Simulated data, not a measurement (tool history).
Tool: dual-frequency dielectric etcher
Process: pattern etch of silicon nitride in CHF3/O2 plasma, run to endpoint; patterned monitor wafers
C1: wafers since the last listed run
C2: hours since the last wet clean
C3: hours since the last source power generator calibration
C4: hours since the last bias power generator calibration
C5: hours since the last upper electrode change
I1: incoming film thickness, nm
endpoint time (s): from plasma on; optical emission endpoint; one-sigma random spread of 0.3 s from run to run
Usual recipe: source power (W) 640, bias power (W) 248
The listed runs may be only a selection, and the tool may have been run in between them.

Run 1, hour 0.0: usual settings; C1 0; C2 389.9; C3 2768.3; C4 2325.7; C5 3826.5; I1 86.7. Result: endpoint time (s) 53.9.
Run 2, hour 15.6: usual settings; C1 154; C2 405.5; C3 2783.9; C4 2341.3; C5 3842.1; I1 86.5. Result: endpoint time (s) 53.7.
Run 3, hour 30.1: usual settings; C1 143; C2 420.0; C3 2798.4; C4 2355.8; C5 3856.6; I1 87.0. Result: endpoint time (s) 53.7.
Run 4, hour 48.0: usual settings; C1 176; C2 437.9; C3 2816.3; C4 2373.7; C5 3874.5; I1 87.6. Result: endpoint time (s) 54.5.
Run 5, hour 65.5: usual settings but source power (W) 570; C1 173; C2 455.4; C3 2833.8; C4 2391.2; C5 3892.0; I1 86.9. Result: endpoint time (s) 55.7.
Run 6, hour 73.0: usual settings but bias power (W) 203; C1 74; C2 462.9; C3 2841.3; C4 2398.7; C5 3899.5; I1 86.7. Result: endpoint time (s) 60.4.
At hour 110.6: wet clean of the chamber.
Run 7, hour 111.1: usual settings but bias power (W) 203; C1 139; C2 0.5; C3 2879.4; C4 2436.8; C5 3937.6; I1 86.5. Result: endpoint time (s) 61.4.
At hour 136.4: bias power generator calibrated.
Run 8, hour 136.9: usual settings but bias power (W) 203; C1 215; C2 26.3; C3 2905.2; C4 0.5; C5 3963.4; I1 87.5. Result: endpoint time (s) 62.8.
At hour 169.4: wet clean of the chamber, repeated, since the last time left the tool worse.
Run 9, hour 169.9: usual settings but source power (W) 590; C1 88; C2 0.5; C3 2938.2; C4 33.5; C5 3996.4; I1 86.4. Result: endpoint time (s) 53.6.
Run 10, hour 170.2: usual settings but source power (W) 590; C1 2; C2 0.8; C3 2938.5; C4 33.8; C5 3996.7; I1 86.0. Result: endpoint time (s) 53.3.
Run 11, hour 178.6: usual settings but source power (W) 500, bias power (W) 308; C1 83; C2 9.2; C3 2946.9; C4 42.2; C5 4005.1; I1 86.6. Result: endpoint time (s) 50.1.
Run 12, hour 192.4: usual settings; C1 136; C2 23.0; C3 2960.7; C4 56.0; C5 4018.9; I1 86.4. Result: endpoint time (s) 52.1.
Run 13, hour 202.5: usual settings but source power (W) 770, bias power (W) 232; C1 99; C2 33.1; C3 2970.8; C4 66.1; C5 4029.0; I1 87.0. Result: endpoint time (s) 52.1.
Run 14, hour 209.7: usual settings but source power (W) 580, bias power (W) 225; C1 71; C2 40.3; C3 2978.0; C4 73.3; C5 4036.2; I1 86.5. Result: endpoint time (s) 56.1.
At hour 221.3: source power generator calibrated.
Run 15, hour 221.9: usual settings but source power (W) 740, bias power (W) 293; C1 81; C2 52.5; C3 0.6; C4 85.5; C5 4048.4; I1 86.1. Result: endpoint time (s) 46.6.
At hour 247.7: upper electrode replaced.
Run 16, hour 248.2: usual settings but source power (W) 750, bias power (W) 189; C1 22; C2 78.8; C3 26.9; C4 111.8; C5 0.5; I1 87.6. Result: endpoint time (s) 58.4.
Run 17, hour 269.1: usual settings but bias power (W) 273; C1 206; C2 99.7; C3 47.8; C4 132.7; C5 21.4; I1 86.9. Result: endpoint time (s) 50.3.
Run 18, hour 286.4: usual settings; C1 171; C2 117.0; C3 65.1; C4 150.0; C5 38.7; I1 86.8. Result: endpoint time (s) 52.8.
Run 19, hour 295.7: usual settings but bias power (W) 271; C1 91; C2 126.3; C3 74.4; C4 159.3; C5 48.0; I1 86.7. Result: endpoint time (s) 50.7.
Run 20, hour 311.8: usual settings; C1 159; C2 142.4; C3 90.5; C4 175.4; C5 64.1; I1 85.9. Result: endpoint time (s) 52.3.
Run 21, hour 326.4: usual settings but source power (W) 500, bias power (W) 276; C1 144; C2 157.0; C3 105.1; C4 190.0; C5 78.7; I1 85.8. Result: endpoint time (s) 53.1.

Here are 4 independent what-if runs from the current tool condition. What would each one return?
Run A, hour 326.8: usual settings but bias power (W) 226; C1 3; C2 157.4; C3 105.5; C4 190.4; C5 79.1; I1 86.7. Result: endpoint time (s) ?.
Run B, hour 326.8: usual settings but source power (W) 770; C1 3; C2 157.4; C3 105.5; C4 190.4; C5 79.1; I1 86.7. Result: endpoint time (s) ?.
Run C, hour 326.8: usual settings but source power (W) 490, bias power (W) 213; C1 3; C2 157.4; C3 105.5; C4 190.4; C5 79.1; I1 86.7. Result: endpoint time (s) ?.
Run D, hour 326.8: usual settings but source power (W) 690; C1 3; C2 157.4; C3 105.5; C4 190.4; C5 79.1; I1 86.7. Result: endpoint time (s) ?.

run  endpoint time (s)
  A               55.6
  B               50.4
  C               61.4
  D               52.0
What these runs would have given with no unlogged condition in the tool:
run  endpoint time (s)
  A               54.9
  B               49.7
  C               60.6
  D               51.3

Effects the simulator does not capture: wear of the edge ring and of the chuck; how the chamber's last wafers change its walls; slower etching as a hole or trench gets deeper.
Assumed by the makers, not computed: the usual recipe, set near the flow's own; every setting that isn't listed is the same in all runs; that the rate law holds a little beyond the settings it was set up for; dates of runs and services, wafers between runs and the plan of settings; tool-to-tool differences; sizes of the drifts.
